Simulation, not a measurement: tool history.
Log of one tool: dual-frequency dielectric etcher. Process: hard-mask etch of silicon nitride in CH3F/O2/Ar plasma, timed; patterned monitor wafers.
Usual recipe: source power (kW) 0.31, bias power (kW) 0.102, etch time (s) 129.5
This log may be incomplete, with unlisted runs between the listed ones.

| run | hour | source power (kW) | bias power (kW) | etch time (s) | read-back reference wafer on the same gauge, depth_nm | mean etch depth across the wafer (angstrom) |
|---|---|---|---|---|---|---|
| 1 | 0 | 0.31 | 0.102 | 129.5 | 110.4 | 1000 |
| 2 | 87.7 | 0.31 | 0.093 | 114.5 | 110.4 | 837 |
| 3 | 152.3 | 0.31 | 0.093 | 114.5 | 110.5 | 843 |
| 4 | 222.4 | 0.31 | 0.093 | 114.5 | 110.4 | 841 |
| 5 | 320.3 | 0.27 | 0.091 | 129.5 | 110.5 | 865 |
|  | 336 | gauge calibrated |
|  | 337 | bias power generator calibrated |
| 6 | 419.4 | 0.34 | 0.102 | 129.5 | 110.4 | 1050 |
| 7 | 458.2 | 0.31 | 0.076 | 119 | 110.6 | 784 |
| 8 | 552.1 | 0.31 | 0.102 | 129.5 | 110.4 | 1004 |
|  | 658.3 | wet clean of the chamber |
| 9 | 658.8 | 0.25 | 0.076 | 111.5 | 110.2 | 648 |
| 10 | 737.4 | 0.37 | 0.112 | 140.5 | 110.4 | 1258 |
| 11 | 785.8 | 0.24 | 0.123 | 129.5 | 110.4 | 949 |
|  | 836.7 | upper electrode replaced, of another model than before |
| 12 | 837.2 | 0.31 | 0.102 | 147.5 | 110.4 | 1141 |
| 13 | 865.4 | 0.31 | 0.102 | 129.5 | 110.4 | 1008 |
| 14 | 944.6 | 0.29 | 0.112 | 107.5 | 110.5 | 863 |
|  | 1008.9 | source power generator calibrated |
| 15 | 1009.4 | 0.23 | 0.115 | 95 | 110.3 | 700 |
| 16 | 1105.3 | 0.33 | 0.122 | 104 | 110.5 | 933 |
| 17 | 1174.6 | 0.24 | 0.102 | 129.5 | 110.4 | 875 |
| 18 | 1273 | 0.31 | 0.102 | 141 | 110.5 | 1067 |
|  | 1305.7 | wet clean of the chamber |
| 19 | 1373.3 | 0.31 | 0.102 | 129.5 | 110.2 | 994 |
| 20 | 1414.8 | 0.31 | 0.102 | 151 | 110.6 | 1157 |
| 21 | 1494.4 | 0.31 | 0.102 | 129.5 | 110.3 | 986 |
| 22 | 1547.6 | 0.31 | 0.102 | 129.5 | 110.5 | 985 |
| 23 | 1617.9 | 0.26 | 0.118 | 164.5 | 110.5 | 1307 |
| 24 | 1863.6 | 0.38 | 0.094 | 155 | 110.4 | 1207 |
|  | 1921.3 | wet clean of the chamber |
| 25 | 1943.9 | 0.31 | 0.102 | 158 | 110.4 | 1189 |
| 26 | 2023.1 | 0.31 | 0.095 | 151.5 | 110.3 | 1089 |
| 27 | 2064.5 | 0.34 | 0.127 | 115.5 | 110.4 | 1064 |
| 28 | 2159.3 | 0.38 | 0.089 | 107 | 110.5 | 799 |

Exercise: give the hidden state of the tool at every run:
etch rate over this chamber's usual, %: 0, the same for each run
bias power that arrives over what is set, %: 0, the same for each run
gauge reads high (%): 0, the same for each run
H1: source power that arrives over what is set, %
| run | H1 |
|---|---|
| 1 | 2.14 |
| 2 | 2.35 |
| 3 | 2.51 |
| 4 | 2.68 |
| 5 | 2.94 |
| 6 | 3.21 |
| 7 | 3.32 |
| 8 | 3.6 |
| 9 | 3.92 |
| 10 | 4.16 |
| 11 | 4.32 |
| 12 | 4.48 |
| 13 | 4.57 |
| 14 | 4.84 |
| 15 | -0.327 |
| 16 | -0.321 |
| 17 | -0.311 |
| 18 | -0.287 |
| 19 | -0.252 |
| 20 | -0.234 |
| 21 | -0.194 |
| 22 | -0.164 |
| 23 | -0.118 |
| 24 | 0.0836 |
| 25 | 0.164 |
| 26 | 0.251 |
| 27 | 0.299 |
| 28 | 0.416 |
